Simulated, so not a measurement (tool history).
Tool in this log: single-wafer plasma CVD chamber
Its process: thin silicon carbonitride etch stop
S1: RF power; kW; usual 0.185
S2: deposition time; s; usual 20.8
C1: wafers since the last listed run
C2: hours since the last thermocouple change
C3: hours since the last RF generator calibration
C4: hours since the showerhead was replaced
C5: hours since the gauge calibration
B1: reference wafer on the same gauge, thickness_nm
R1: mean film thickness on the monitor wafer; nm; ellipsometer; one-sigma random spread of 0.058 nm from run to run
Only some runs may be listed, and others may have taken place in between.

run    hour     S1    S2    C1      C2      C3      C4      C5      B1      R1
  1     0.0  0.185  20.8     0   842.9   534.0  5596.3  1088.7  11.905  11.418
  2    97.4  0.215  20.8  1591   940.3   631.4  5693.7  1186.1  11.884  12.421
      177.4  -- gauge calibrated
  3   187.5  0.185  20.8  1472  1030.4   721.5  5783.8    10.1  11.895  11.538
  4   291.4  0.185  20.8  1697  1134.3   825.4  5887.7   114.0  11.891  11.539
  5   392.6  0.185  20.8  1653  1235.5   926.6  5988.9   215.2  11.903  11.535
  6   455.3  0.185  20.8  1024  1298.2   989.3  6051.6   277.9  11.901  11.549
  7   493.7  0.185  20.8   627  1336.6  1027.7  6090.0   316.3  11.901  11.665
  8   599.5  0.185  20.8  1728  1442.4  1133.5  6195.8   422.1  11.901  11.471
  9   679.3  0.185  20.8  1303  1522.2  1213.3  6275.6   501.9  11.889  11.500
 10   744.7  0.185  20.8  1068  1587.6  1278.7  6341.0   567.3  11.901  11.561
      823.5  -- RF generator calibrated
      881.0  -- showerhead replaced
 11  1019.9  0.185  20.8  4234  1862.8   196.4   138.9   842.5  11.893  11.474
 12  1070.5  0.185  20.8   826  1913.4   247.0   189.5   893.1  11.900  11.522
 13  1134.9  0.185  20.8  1052  1977.8   311.4   253.9   957.5  11.898  11.534
 14  1228.4  0.185  20.8  1527  2071.3   404.9   347.4  1051.0  11.894  11.561
 15  1288.2  0.220  23.5   977  2131.1   464.7   407.2  1110.8  11.894  14.273
 16  1379.1  0.185  20.8  1485  2222.0   555.6   498.1  1201.7  11.899  11.512
 17  1421.9  0.195  19.1   699  2264.8   598.4   540.9  1244.5  11.894  10.882
 18  1463.9  0.220  23.5   686  2306.8   640.4   582.9  1286.5  11.898  14.255
 19  1520.2  0.160  24.5   919  2363.1   696.7   639.2  1342.8  11.890  12.515
     1583.1  -- gauge calibrated
 20  1621.4  0.170  18.4  1653  2464.3   797.9   740.4    38.3  11.907   9.821
 21  1679.6  0.185  22.4   950  2522.5   856.1   798.6    96.5  11.892  12.343
 22  1775.7  0.200  18.6  1570  2618.6   952.2   894.7   192.6  11.905  10.695
     1798.4  -- thermocouple changed; heater temperature recalibrated
 23  1877.5  0.155  17.2  1532    79.1  1054.0   996.5   294.4  11.902   8.635
 24  1981.2  0.200  22.1  1694   182.8  1157.7  1100.2   398.1  11.898  12.827
 25  2045.0  0.155  24.4  1042   246.6  1221.5  1164.0   461.9  11.903  12.266
     2095.0  -- RF generator calibrated
 26  2116.0  0.185  24.5  1029   317.6    21.0  1235.0   532.9  11.900  13.649
 27  2194.9  0.170  20.8  1289   396.5    99.9  1313.9   611.8  11.892  11.160
 28  2235.1  0.185  20.8   656   436.7   140.1  1354.1   652.0  11.904  11.545
 29  2291.1  0.165  20.8   914   492.7   196.1  1410.1   708.0  11.911  10.855

Hidden state at the last listed run before each entry between runs and at the first one after, where it differs:
In the gap between runs 2 and 3: gauge calibrated (hour 177.4)
  the hidden state is the same at both runs
In the gap between runs 10 and 11: RF generator calibrated (hour 823.5); showerhead replaced (hour 881.0)
  the hidden state is the same at both runs
In the gap between runs 19 and 20: gauge calibrated (hour 1583.1)
  the hidden state is the same at both runs
In the gap between runs 22 and 23: thermocouple changed; heater temperature recalibrated (hour 1798.4)
  the hidden state is the same at both runs
In the gap between runs 25 and 26: RF generator calibrated (hour 2095.0)
  the hidden state is the same at both runs
